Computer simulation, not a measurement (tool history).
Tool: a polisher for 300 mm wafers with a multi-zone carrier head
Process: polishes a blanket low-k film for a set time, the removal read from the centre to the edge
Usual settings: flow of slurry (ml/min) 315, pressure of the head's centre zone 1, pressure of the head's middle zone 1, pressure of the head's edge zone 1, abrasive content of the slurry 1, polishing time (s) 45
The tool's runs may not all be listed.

| run | hour | flow of slurry (ml/min) | pressure of the head's centre zone | pressure of the head's middle zone | pressure of the head's edge zone | abrasive content of the slurry | polishing time (s) | incoming thickness of the incoming film, nm | film removed at the wafer's centre (nm) | film removed at mid-radius (nm) | film removed at the wafer's edge (nm) |
|---|---|---|---|---|---|---|---|---|---|---|---|
| 1 | 0 | 315 | 1 | 1 | 1 | 1 | 45 | 322.2 | 14.7 | 15.2 | 14.8 |
| 2 | 16.7 | 315 | 1 | 1 | 1 | 1 | 45 | 323.3 | 14.6 | 15 | 14.6 |
| 3 | 23.9 | 315 | 1 | 1 | 1 | 1 | 45 | 319.3 | 14.7 | 14.7 | 14.5 |
| 4 | 32.6 | 315 | 1 | 1 | 1 | 1 | 45 | 315.4 | 14.9 | 14.8 | 14.3 |
| 5 | 41.3 | 315 | 1 | 1 | 1 | 1 | 45 | 320.7 | 14.6 | 14.7 | 14.3 |
| 6 | 50.9 | 315 | 1 | 1 | 1 | 1 | 45 | 319.8 | 14.4 | 14.6 | 14.4 |
| 7 | 64.9 | 315 | 1 | 1 | 1 | 1 | 45 | 322.3 | 14.3 | 14.5 | 14 |
|  | 71.2 | centre zone pressure recalibrated |
| 8 | 72.7 | 315 | 1 | 1 | 1 | 1 | 52 | 314.6 | 16.7 | 16.7 | 16.3 |
|  | 79.5 | worn pad replaced by a new one |
| 9 | 80 | 370 | 1 | 1 | 1.09 | 1 | 45 | 319.8 | 13.8 | 13.8 | 14.1 |
|  | 82.9 | edge zone pressure recalibrated |
| 10 | 94.4 | 315 | 1 | 1 | 1 | 1 | 45 | 314.2 | 13.5 | 13.8 | 13.3 |
|  | 102.1 | worn pad replaced by a new one, repeated, since the last time left the tool worse |
|  | 103.2 | slurry nozzle cleaned |
| 11 | 110.2 | 370 | 1 | 1 | 1 | 1 | 45 | 317.9 | 15.1 | 15.4 | 14.8 |
| 12 | 118.1 | 415 | 1 | 1 | 1 | 1 | 45 | 318.9 | 15.2 | 15.6 | 14.8 |
|  | 129 | carrier head's membrane replaced by a new one |
| 13 | 135.9 | 220 | 1 | 1 | 1 | 0.85 | 45 | 313.1 | 13.3 | 13.6 | 13.3 |
| 14 | 146.9 | 385 | 0.89 | 1 | 1 | 1 | 45 | 317.8 | 13.4 | 15 | 14.4 |
| 15 | 153.7 | 315 | 1 | 1 | 1 | 0.75 | 45 | 321.1 | 12.9 | 13.6 | 12.9 |
| 16 | 165.9 | 315 | 1 | 1 | 1 | 1 | 45 | 322 | 14.7 | 14.5 | 14.5 |
| 17 | 174.2 | 315 | 0.91 | 1 | 1 | 1 | 45 | 316.8 | 13 | 14.6 | 14.5 |

Some steps in film removed at the wafer's centre (nm) between neighbouring runs. How much of each would the tool show without its hidden state too (settings, what came in, random variation), and how much is left for the hidden state, with any gauge scatter that isn't in both results?
The hidden state here: removal rate lost through wear of the pad, %; slurry flow missing at the pad, %; deviation of the centre zone's pressure from its setpoint, %; deviation of the edge zone's pressure from its setpoint, %.
Run 8 -> 9: flow of slurry (ml/min) 315 -> 370, pressure of the head's edge zone 1 -> 1.09, polishing time (s) 52 -> 45, worn pad replaced by a new one. film removed at the wafer's centre (nm) -2.9: hidden state -0.6, all else -2.3.
Run 10 -> 11: flow of slurry (ml/min) 315 -> 370, worn pad replaced by a new one, repeated, since the last time left the tool worse, slurry nozzle cleaned. film removed at the wafer's centre (nm) +1.6: hidden state +1.2, all else +0.4.
